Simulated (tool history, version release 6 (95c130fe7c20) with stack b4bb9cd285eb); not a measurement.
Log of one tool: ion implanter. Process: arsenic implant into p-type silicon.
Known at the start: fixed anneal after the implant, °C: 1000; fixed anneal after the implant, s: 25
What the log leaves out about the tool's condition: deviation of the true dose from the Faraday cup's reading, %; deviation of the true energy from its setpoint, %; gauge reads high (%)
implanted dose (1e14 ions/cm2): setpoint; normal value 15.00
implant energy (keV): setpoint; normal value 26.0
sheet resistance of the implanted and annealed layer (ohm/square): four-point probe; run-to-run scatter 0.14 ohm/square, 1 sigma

| run | hour | implanted dose (1e14 ions/cm2) | implant energy (keV) | wafers since the last listed run | hours since the last dose calibration | hours since the extraction supply was calibrated | hours since the gauge calibration | read-back reference wafer on the same gauge, sheet resistance | sheet resistance of the implanted and annealed layer (ohm/square) |
|---|---|---|---|---|---|---|---|---|---|
| 1 | 0.0 | 12.58 | 26.0 | 0 | 2021.2 | 3456.1 | 353.0 | 84.00 | 100.41 |
| 2 | 20.8 | 12.58 | 26.0 | 333 | 2042.0 | 3476.9 | 373.8 | 84.00 | 100.47 |
| 3 | 33.8 | 17.79 | 31.0 | 208 | 2055.0 | 3489.9 | 386.8 | 84.04 | 84.25 |
| 4 | 54.7 | 17.79 | 31.0 | 334 | 2075.9 | 3510.8 | 407.7 | 84.00 | 83.98 |
| 5 | 76.8 | 17.79 | 31.0 | 354 | 2098.0 | 3532.9 | 429.8 | 83.99 | 84.10 |
| 6 | 100.6 | 15.00 | 30.0 | 381 | 2121.8 | 3556.7 | 453.6 | 84.00 | 89.79 |
| 7 | 123.2 | 15.00 | 26.0 | 362 | 2144.4 | 3579.3 | 476.2 | 83.99 | 93.86 |
| 8 | 156.7 | 15.00 | 26.0 | 536 | 2177.9 | 3612.8 | 509.7 | 84.01 | 93.92 |
| 9 | 192.7 | 15.00 | 26.0 | 576 | 2213.9 | 3648.8 | 545.7 | 84.02 | 94.04 |
| 10 | 222.6 | 15.00 | 26.0 | 479 | 2243.8 | 3678.7 | 575.6 | 83.96 | 93.88 |
| 11 | 257.6 | 15.00 | 26.0 | 560 | 2278.8 | 3713.7 | 610.6 | 84.00 | 93.94 |
| 12 | 279.5 | 15.00 | 26.0 | 350 | 2300.7 | 3735.6 | 632.5 | 84.00 | 93.60 |
| 13 | 301.9 | 15.00 | 26.0 | 359 | 2323.1 | 3758.0 | 654.9 | 84.01 | 93.61 |
|  | 329.7 | Faraday cup replaced and dose calibrated |
| 14 | 330.2 | 15.00 | 26.0 | 325 | 0.5 | 3786.3 | 683.2 | 83.99 | 95.00 |
| 15 | 354.0 | 15.00 | 31.5 | 381 | 24.3 | 3810.1 | 707.0 | 83.99 | 89.14 |
| 16 | 383.4 | 13.47 | 23.0 | 471 | 53.7 | 3839.5 | 736.4 | 83.99 | 102.17 |
| 17 | 409.5 | 13.47 | 23.0 | 418 | 79.8 | 3865.6 | 762.5 | 83.98 | 102.50 |
| 18 | 441.1 | 15.00 | 26.0 | 506 | 111.4 | 3897.2 | 794.1 | 84.00 | 94.84 |
|  | 481.6 | extraction supply calibrated |
| 19 | 482.1 | 18.78 | 18.5 | 528 | 152.4 | 0.5 | 835.1 | 83.97 | 100.07 |
|  | 487.8 | gauge calibrated |
| 20 | 504.0 | 15.00 | 26.0 | 350 | 174.3 | 22.4 | 16.2 | 83.99 | 95.10 |
| 21 | 523.7 | 19.48 | 34.0 | 315 | 194.0 | 42.1 | 35.9 | 83.99 | 80.07 |

Forecast run 22:
| 22 | 540.5 | 15.00 | 26.0 | 269 | 210.8 | 58.9 | 52.7 | ? | ? |

Run 22 came out at read-back reference wafer on the same gauge, sheet resistance 84.01, sheet resistance of the implanted and annealed layer (ohm/square) 95.12.
With the hidden condition absent and the run-to-run variation left alone, this run would have shown sheet resistance of the implanted and annealed layer (ohm/square) 95.34.
